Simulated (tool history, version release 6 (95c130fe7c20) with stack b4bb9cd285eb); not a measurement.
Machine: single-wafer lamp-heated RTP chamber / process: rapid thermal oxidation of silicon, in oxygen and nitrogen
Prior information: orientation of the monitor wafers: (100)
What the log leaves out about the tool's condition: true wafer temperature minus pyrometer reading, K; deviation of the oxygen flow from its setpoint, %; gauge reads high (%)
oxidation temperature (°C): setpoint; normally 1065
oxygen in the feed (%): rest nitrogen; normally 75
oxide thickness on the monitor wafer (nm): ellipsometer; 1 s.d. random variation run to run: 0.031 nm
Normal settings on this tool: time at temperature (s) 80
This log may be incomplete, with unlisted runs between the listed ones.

run   hour  oxidation temperature (°C)  time at temperature (s)  oxygen in the feed (%)  wafers since the last listed run  wafers since the last pyrometer calibration  hours since the oxygen flow controller was replaced  hours since the gauge calibration  read-back reference wafer on the same gauge, thickness  oxide thickness on the monitor wafer (nm)
  1    0.0                        1065                       80                      60                                 0                                         4548                                               4929.8                             1177.6                                                   8.161                                      8.400
  2   12.4                        1065                       80                      60                                89                                         4637                                               4942.2                             1190.0                                                   8.159                                      8.385
  3   46.2                        1065                      105                      75                               243                                         4880                                               4976.0                             1223.8                                                   8.154                                     10.268
  4   68.2                        1065                      105                      75                               158                                         5038                                               4998.0                             1245.8                                                   8.152                                     10.250
  5   82.6                        1065                       80                      75                               103                                         5142                                               5012.4                             1260.2                                                   8.156                                      9.058
  6  106.3                        1065                       80                      97                               170                                         5313                                               5036.1                             1283.9                                                   8.166                                      9.923
  7  123.3                        1065                       80                      97                               122                                         5435                                               5053.1                             1300.9                                                   8.163                                      9.915
  8  136.4                        1065                       80                      97                                94                                         5529                                               5066.2                             1314.0                                                   8.174                                      9.939
  9  162.9                        1065                       80                      96                               190                                         5720                                               5092.7                             1340.5                                                   8.166                                      9.965
 10  183.6                        1065                       80                      75                               148                                         5869                                               5113.4                             1361.2                                                   8.171                                      9.119
     185.3  -- gauge calibrated
 11  206.9                        1052                       80                      75                               167                                         6037                                               5136.7                               21.6                                                   8.164                                      8.326
 12  219.7                        1052                       80                      75                                92                                         6129                                               5149.5                               34.4                                                   8.152                                      8.293
 13  249.5                        1052                       80                      75                               214                                         6343                                               5179.3                               64.2                                                   8.174                                      8.333
 14  265.2                        1065                       70                      75                               112                                         6456                                               5195.0                               79.9                                                   8.151                                      8.524
 15  298.0                        1065                       46                      75                               236                                         6692                                               5227.8                              112.7                                                   8.160                                      7.109
 16  330.0                        1037                       53                      75                               230                                         6923                                               5259.8                              144.7                                                   8.163                                      6.254
 17  363.3                        1049                       90                      97                               239                                         7162                                               5293.1                              178.0                                                   8.169                                      9.447
     382.6  -- oxygen flow controller replaced
 18  384.1                        1065                       70                      75                                92                                         7254                                                  1.5                              198.8                                                   8.148                                      8.534
 19  413.4                        1065                       80                      98                               210                                         7465                                                 30.8                              228.1                                                   8.163                                     10.013
 20  427.7                        1036                       61                      88                               102                                         7568                                                 45.1                              242.4                                                   8.163                                      7.001
 21  453.7                        1049                       80                      87                               187                                         7755                                                 71.1                              268.4                                                   8.145                                      8.605
 22  468.8                        1054                      120                      90                               108                                         7864                                                 86.2                              283.5                                                   8.154                                     10.947
 23  484.5                        1065                       80                      65                               112                                         7977                                                101.9                              299.2                                                   8.150                                      8.625
 24  498.9                        1065                       80                      64                               103                                         8081                                                116.3                              313.6                                                   8.166                                      8.578
 25  520.8                        1065                       80                      60                               157                                         8238                                                138.2                              335.5                                                   8.165                                      8.334
 26  547.6                        1081                       80                      75                               192                                         8431                                                165.0                              362.3                                                   8.161                                     10.073
 27  579.8                        1065                      100                      75                               231                                         8663                                                197.2                              394.5                                                   8.164                                     10.044
     604.3  -- pyrometer window cleaned and pyrometer calibrated
 28  609.2                        1065                       80                      75                               154                                           35                                                226.6                              423.9                                                   8.150                                      9.223
 29  670.9                        1093                      103                      61                               444                                          479                                                288.3                              485.6                                                   8.162                                     11.660
 30  684.9                        1074                       41                      52                               100                                          580                                                302.3                              499.6                                                   8.177                                      6.415
 31  714.9                        1065                      109                      75                               215                                          796                                                332.3                              529.6                                                   8.157                                     10.805
 32  732.3                        1074                       66                      97                               125                                          921                                                349.7                              547.0                                                   8.154                                      9.959
 33  759.4                        1095                      106                      89                               195                                         1116                                                376.8                              574.1                                                   8.168                                     13.674
     777.4  -- pyrometer window cleaned and pyrometer calibrated, repeated, since the last time left the tool worse
 34  789.2                        1085                       95                      75                               156                                           84                                                406.6                              603.9                                                   8.162                                     11.022
 35  801.5                        1065                       80                      75                                88                                          173                                                418.9                              616.2                                                   8.166                                      8.909
 36  822.0                        1040                       57                      75                               147                                          320                                                439.4                              636.7                                                   8.161                                      6.435
 37  922.6                        1065                       66                      75                               724                                         1044                                                540.0                              737.3                                                   8.157                                      8.256
 38  948.9                        1055                       93                      95                               189                                         1234                                                566.3                              763.6                                                   8.163                                      9.771
 39  983.9                        1047                       80                      75                               251                                         1486                                                601.3                              798.6                                                   8.157                                      7.902

Hidden state or all else? Some run-to-run changes of oxide thickness on the monitor wafer (nm), split into what the settings, what came in and random variation would give without the hidden state, and what is left for the hidden state (with any gauge scatter that isn't in both results):
Run 29 -> 30: oxidation temperature (°C) 1093 -> 1074, time at temperature (s) 103 -> 41, oxygen in the feed (%) 61 -> 52. oxide thickness on the monitor wafer (nm) -5.245: hidden state -0.253, all else -4.992.
Run 30 -> 31: oxidation temperature (°C) 1074 -> 1065, time at temperature (s) 41 -> 109, oxygen in the feed (%) 52 -> 75. oxide thickness on the monitor wafer (nm) +4.390: hidden state +0.269, all else +4.121.
Run 32 -> 33: oxidation temperature (°C) 1074 -> 1095, time at temperature (s) 66 -> 106, oxygen in the feed (%) 97 -> 89. oxide thickness on the monitor wafer (nm) +3.715: hidden state +0.199, all else +3.516.
Run 33 -> 34: oxidation temperature (°C) 1095 -> 1085, time at temperature (s) 106 -> 95, oxygen in the feed (%) 89 -> 75, pyrometer window cleaned and pyrometer calibrated, repeated, since the last time left the tool worse. oxide thickness on the monitor wafer (nm) -2.652: hidden state -0.674, all else -1.978.

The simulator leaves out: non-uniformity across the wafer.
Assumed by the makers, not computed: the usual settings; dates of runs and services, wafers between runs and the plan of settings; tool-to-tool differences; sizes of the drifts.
